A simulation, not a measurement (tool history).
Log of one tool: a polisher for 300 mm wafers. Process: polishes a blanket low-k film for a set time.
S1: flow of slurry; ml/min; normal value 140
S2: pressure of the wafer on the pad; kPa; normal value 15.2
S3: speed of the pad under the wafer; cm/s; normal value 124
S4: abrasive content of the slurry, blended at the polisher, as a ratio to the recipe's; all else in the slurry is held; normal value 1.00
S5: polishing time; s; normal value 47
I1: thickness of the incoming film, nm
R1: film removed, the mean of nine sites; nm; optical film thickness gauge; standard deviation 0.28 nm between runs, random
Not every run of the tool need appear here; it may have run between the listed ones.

run 1 hour=0.0 | S1=140 S2=15.2 S3=124 S4=1.00 S5=47 | I1=313.2 | R1=28.6
-- hour=30.3 head pressure recalibrated
run 2 hour=35.5 | S1=140 S2=15.2 S3=124 S4=1.00 S5=47 | I1=315.5 | R1=27.5
run 3 hour=54.3 | S1=165 S2=13.1 S3=124 S4=1.00 S5=47 | I1=309.8 | R1=24.9
run 4 hour=89.5 | S1=140 S2=15.2 S3=124 S4=1.00 S5=43 | I1=306.2 | R1=25.2
run 5 hour=106.8 | S1=140 S2=15.2 S3=124 S4=1.00 S5=43 | I1=309.5 | R1=24.9
-- hour=119.9 slurry nozzle cleaned
run 6 hour=136.7 | S1=140 S2=15.2 S3=124 S4=1.00 S5=47 | I1=312.4 | R1=27.4
run 7 hour=155.8 | S1=140 S2=15.2 S3=124 S4=1.30 S5=62 | I1=312.2 | R1=40.4
run 8 hour=179.8 | S1=140 S2=15.2 S3=106 S4=1.25 S5=55 | I1=310.6 | R1=31.6
run 9 hour=200.4 | S1=140 S2=15.2 S3=124 S4=1.00 S5=47 | I1=311.6 | R1=27.2
-- hour=211.0 worn pad replaced by a new one
run 10 hour=228.9 | S1=120 S2=15.2 S3=124 S4=1.20 S5=40 | I1=309.8 | R1=23.8
run 11 hour=260.9 | S1=140 S2=15.2 S3=124 S4=1.00 S5=47 | I1=313.6 | R1=26.5
-- hour=283.0 conditioning disc replaced and pad reconditioned
run 12 hour=290.4 | S1=140 S2=15.2 S3=124 S4=1.00 S5=47 | I1=313.5 | R1=28.6
-- hour=309.5 slurry nozzle cleaned
run 13 hour=313.2 | S1=140 S2=15.2 S3=148 S4=1.00 S5=60 | I1=311.6 | R1=41.3
-- hour=316.8 slurry blender recalibrated
run 14 hour=325.9 | S1=140 S2=15.2 S3=88 S4=1.00 S5=31 | I1=307.7 | R1=14.6
run 15 hour=361.8 | S1=140 S2=9.7 S3=88 S4=1.00 S5=47 | I1=307.1 | R1=14.1
-- hour=381.6 worn pad replaced by a new one
run 16 hour=394.5 | S1=115 S2=20.0 S3=82 S4=1.00 S5=47 | I1=312.1 | R1=26.3
run 17 hour=412.1 | S1=140 S2=20.0 S3=106 S4=1.20 S5=47 | I1=311.9 | R1=34.7
run 18 hour=437.2 | S1=180 S2=19.3 S3=124 S4=1.20 S5=57 | I1=311.2 | R1=47.6
run 19 hour=451.1 | S1=140 S2=15.2 S3=104 S4=1.00 S5=47 | I1=312.7 | R1=24.5
run 20 hour=483.1 | S1=180 S2=15.2 S3=124 S4=0.80 S5=38 | I1=305.8 | R1=20.7
run 21 hour=497.5 | S1=140 S2=15.2 S3=124 S4=1.00 S5=47 | I1=309.2 | R1=27.3
-- hour=501.4 slurry nozzle cleaned
run 22 hour=511.2 | S1=185 S2=15.2 S3=124 S4=0.80 S5=47 | I1=309.6 | R1=25.4
run 23 hour=546.5 | S1=140 S2=20.7 S3=96 S4=1.00 S5=47 | I1=308.7 | R1=30.4

Expected results for the next run?
run 24 hour=574.1 | S1=140 S2=20.7 S3=96 S4=1.00 S5=47 | I1=306.8 | R1=?

Run 24 came out at R1 30.2 nm.
Were there no unlogged condition in the tool, this run, its random variation unchanged, would have produced R1 33.3 nm.
